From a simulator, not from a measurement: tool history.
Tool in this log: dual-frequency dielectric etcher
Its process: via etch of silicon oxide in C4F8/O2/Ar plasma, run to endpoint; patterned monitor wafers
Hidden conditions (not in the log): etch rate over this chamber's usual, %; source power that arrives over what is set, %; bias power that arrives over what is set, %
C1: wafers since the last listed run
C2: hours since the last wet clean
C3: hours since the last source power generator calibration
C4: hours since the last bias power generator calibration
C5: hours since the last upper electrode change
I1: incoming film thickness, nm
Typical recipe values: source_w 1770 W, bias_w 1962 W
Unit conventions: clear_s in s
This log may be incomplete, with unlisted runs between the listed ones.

Run 1, hour 0: usual settings but source_w 1510 W; C1 0; C2 243.3; C3 3410.4; C4 1348; C5 3815.2; I1 1088.6. Result: clear_s 234.5 s.
Run 2, hour 30: usual settings; C1 148; C2 273.3; C3 3440.4; C4 1378; C5 3845.2; I1 1092.8. Result: clear_s 218.3 s.
Run 3, hour 68.3: usual settings; C1 189; C2 311.6; C3 3478.7; C4 1416.3; C5 3883.5; I1 1095.5. Result: clear_s 220.8 s.
Run 4, hour 100.6: usual settings; C1 160; C2 343.9; C3 3511; C4 1448.6; C5 3915.8; I1 1116. Result: clear_s 221.9 s.
At hour 151.9: wet clean of the chamber.
Run 5, hour 152.4: usual settings; C1 137; C2 0.5; C3 3562.8; C4 1500.4; C5 3967.6; I1 1089.1. Result: clear_s 223.4 s.
Run 6, hour 211.8: usual settings; C1 294; C2 59.9; C3 3622.2; C4 1559.8; C5 4027; I1 1084.1. Result: clear_s 222.7 s.
Run 7, hour 266.1: usual settings; C1 269; C2 114.2; C3 3676.5; C4 1614.1; C5 4081.3; I1 1099.6. Result: clear_s 223.4 s.
Run 8, hour 296.8: usual settings but source_w 1560 W; C1 152; C2 144.9; C3 3707.2; C4 1644.8; C5 4112; I1 1103.5. Result: clear_s 238.6 s.
Run 9, hour 367.7: usual settings; C1 351; C2 215.8; C3 3778.1; C4 1715.7; C5 4182.9; I1 1090.2. Result: clear_s 219.1 s.
Run 10, hour 423.7: usual settings; C1 277; C2 271.8; C3 3834.1; C4 1771.7; C5 4238.9; I1 1090.3. Result: clear_s 220 s.
At hour 478: source power generator calibrated.
At hour 490.5: wet clean of the chamber.
Run 11, hour 491: usual settings but source_w 1410 W, bias_w 2242 W; C1 251; C2 0.5; C3 13; C4 1839; C5 4306.2; I1 1089.9. Result: clear_s 239.8 s.
Run 12, hour 544.8: usual settings but bias_w 2176 W; C1 266; C2 54.3; C3 66.8; C4 1892.8; C5 4360; I1 1103.6. Result: clear_s 219.8 s.
At hour 594.5: upper electrode replaced.
Run 13, hour 595: usual settings; C1 129; C2 104.5; C3 117; C4 1943; C5 0.5; I1 1089.4. Result: clear_s 221.6 s.
At hour 634.5: bias power generator calibrated.
Run 14, hour 639.8: usual settings but source_w 2150 W, bias_w 2434 W; C1 202; C2 149.3; C3 161.8; C4 5.3; C5 45.3; I1 1091. Result: clear_s 194.5 s.
Run 15, hour 679.2: usual settings but source_w 1600 W, bias_w 2388 W; C1 195; C2 188.7; C3 201.2; C4 44.7; C5 84.7; I1 1102.2. Result: clear_s 223.6 s.
Run 16, hour 733.1: usual settings but source_w 1360 W, bias_w 2150 W; C1 267; C2 242.6; C3 255.1; C4 98.6; C5 138.6; I1 1097.8. Result: clear_s 243.1 s.
Run 17, hour 784.2: usual settings but source_w 1980 W, bias_w 1781 W; C1 253; C2 293.7; C3 306.2; C4 149.7; C5 189.7; I1 1091.8. Result: clear_s 210.5 s.
Run 18, hour 828.5: usual settings; C1 219; C2 338; C3 350.5; C4 194; C5 234; I1 1101.6. Result: clear_s 218.6 s.
At hour 855.1: wet clean of the chamber.
Run 19, hour 863: usual settings but source_w 1530 W, bias_w 2091 W; C1 52; C2 7.9; C3 385; C4 228.5; C5 268.5; I1 1095.8. Result: clear_s 238.5 s.
Run 20, hour 893.4: usual settings but source_w 2160 W, bias_w 1493 W; C1 150; C2 38.3; C3 415.4; C4 258.9; C5 298.9; I1 1108.6. Result: clear_s 219.6 s.

Branching from run 20: 4 alternative next runs. What would each branch give?
Run A, hour 893.9: usual settings; C1 2; C2 38.8; C3 415.9; C4 259.4; C5 299.4; I1 1096.5. Result: clear_s ?.
Run B, hour 893.9: usual settings but bias_w 1560 W; C1 2; C2 38.8; C3 415.9; C4 259.4; C5 299.4; I1 1096.5. Result: clear_s ?.
Run C, hour 893.9: usual settings but source_w 2070 W, bias_w 1569 W; C1 2; C2 38.8; C3 415.9; C4 259.4; C5 299.4; I1 1096.5. Result: clear_s ?.
Run D, hour 893.9: usual settings but source_w 1620 W, bias_w 1738 W; C1 2; C2 38.8; C3 415.9; C4 259.4; C5 299.4; I1 1096.5. Result: clear_s ?.

run  clear_s
  A    225.5
  B    236.1
  C    219.8
  D    240.6
What these runs would have given with no unlogged condition in the tool:
run  clear_s
  A    225.7
  B    236.3
  C      220
  D    240.8

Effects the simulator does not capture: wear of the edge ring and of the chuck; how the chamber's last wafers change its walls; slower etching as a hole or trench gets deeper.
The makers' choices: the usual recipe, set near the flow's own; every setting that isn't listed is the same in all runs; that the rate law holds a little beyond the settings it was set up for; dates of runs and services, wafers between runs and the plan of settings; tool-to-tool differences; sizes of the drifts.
